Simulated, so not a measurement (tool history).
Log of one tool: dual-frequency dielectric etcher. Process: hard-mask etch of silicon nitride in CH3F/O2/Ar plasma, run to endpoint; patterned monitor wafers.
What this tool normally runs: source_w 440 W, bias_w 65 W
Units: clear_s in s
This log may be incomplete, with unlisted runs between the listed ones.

run    hour  source_w  bias_w  wafers since the last listed run  hours since the last wet clean  hours since the last source power generator calibration  hours since the last bias power generator calibration  hours since the last upper electrode change  incoming incoming film thickness, nm  clear_s
  1     0.0       440      65                                 0                           158.3                                                    752.8                                                 2609.9                                       2962.0                                 28.97     39.3
  2    44.9       440      65                               355                           203.2                                                    797.7                                                 2654.8                                       3006.9                                 28.96     39.9
  3   138.3       440      55                               740                           296.6                                                    891.1                                                 2748.2                                       3100.3                                 29.18     40.9
  4   178.8       440      55                               321                           337.1                                                    931.6                                                 2788.7                                       3140.8                                 28.75     40.6
      357.9  -- wet clean of the chamber
  5   376.9       440      65                              1380                            19.0                                                   1129.7                                                 2986.8                                       3338.9                                 28.87     39.8
  6   403.2       440      65                               208                            45.3                                                   1156.0                                                 3013.1                                       3365.2                                 29.09     39.9
  7   454.6       440      65                               407                            96.7                                                   1207.4                                                 3064.5                                       3416.6                                 28.59     39.0
  8   491.4       440      65                               291                           133.5                                                   1244.2                                                 3101.3                                       3453.4                                 28.93     39.5
  9   551.1       440      65                               473                           193.2                                                   1303.9                                                 3161.0                                       3513.1                                 28.81     39.5
 10   586.2       440      65                               278                           228.3                                                   1339.0                                                 3196.1                                       3548.2                                 29.04     39.6
 11   658.2       490      52                               570                           300.3                                                   1411.0                                                 3268.1                                       3620.2                                 28.70     39.3
 12   721.2       510      51                               499                           363.3                                                   1474.0                                                 3331.1                                       3683.2                                 28.91     38.6
      750.7  -- upper electrode replaced
 13   785.4       410      78                               318                           427.5                                                   1538.2                                                 3395.3                                         34.7                                 28.91     38.8
 14   821.1       440      65                               282                           463.2                                                   1573.9                                                 3431.0                                         70.4                                 28.73     39.3
      859.9  -- bias power generator calibrated
      872.4  -- source power generator calibrated
 15   888.6       500      53                               471                           530.7                                                     16.2                                                   28.7                                        137.9                                 29.00     38.3
      967.5  -- wet clean of the chamber
 16  1037.3       440      65                               988                            69.8                                                    164.9                                                  177.4                                        286.6                                 28.55     39.3
 17  1099.1       440      70                               489                           131.6                                                    226.7                                                  239.2                                        348.4                                 28.41     38.8
 18  1135.8       380      72                               290                           168.3                                                    263.4                                                  275.9                                        385.1                                 28.91     41.7
 19  1170.4       510      72                               274                           202.9                                                    298.0                                                  310.5                                        419.7                                 28.66     36.2
 20  1210.1       520      56                               314                           242.6                                                    337.7                                                  350.2                                        459.4                                 29.06     38.2

Predict each of these 5 candidate next runs independently; none follows another, all start after run 20:
  A  1210.5       530      65                                 3                           243.0                                                    338.1                                                  350.6                                        459.8                                 28.86        ?
  B  1210.5       440      76                                 3                           243.0                                                    338.1                                                  350.6                                        459.8                                 28.86        ?
  C  1210.5       440      71                                 3                           243.0                                                    338.1                                                  350.6                                        459.8                                 28.86        ?
  D  1210.5       380      78                                 3                           243.0                                                    338.1                                                  350.6                                        459.8                                 28.86        ?
  E  1210.5       440      51                                 3                           243.0                                                    338.1                                                  350.6                                        459.8                                 28.86        ?

run  clear_s
  A     36.8
  B     38.5
  C     39.0
  D     40.7
  E     41.3
What these runs would have given with no unlogged condition in the tool:
run  clear_s
  A     37.1
  B     38.8
  C     39.3
  D     40.9
  E     41.6
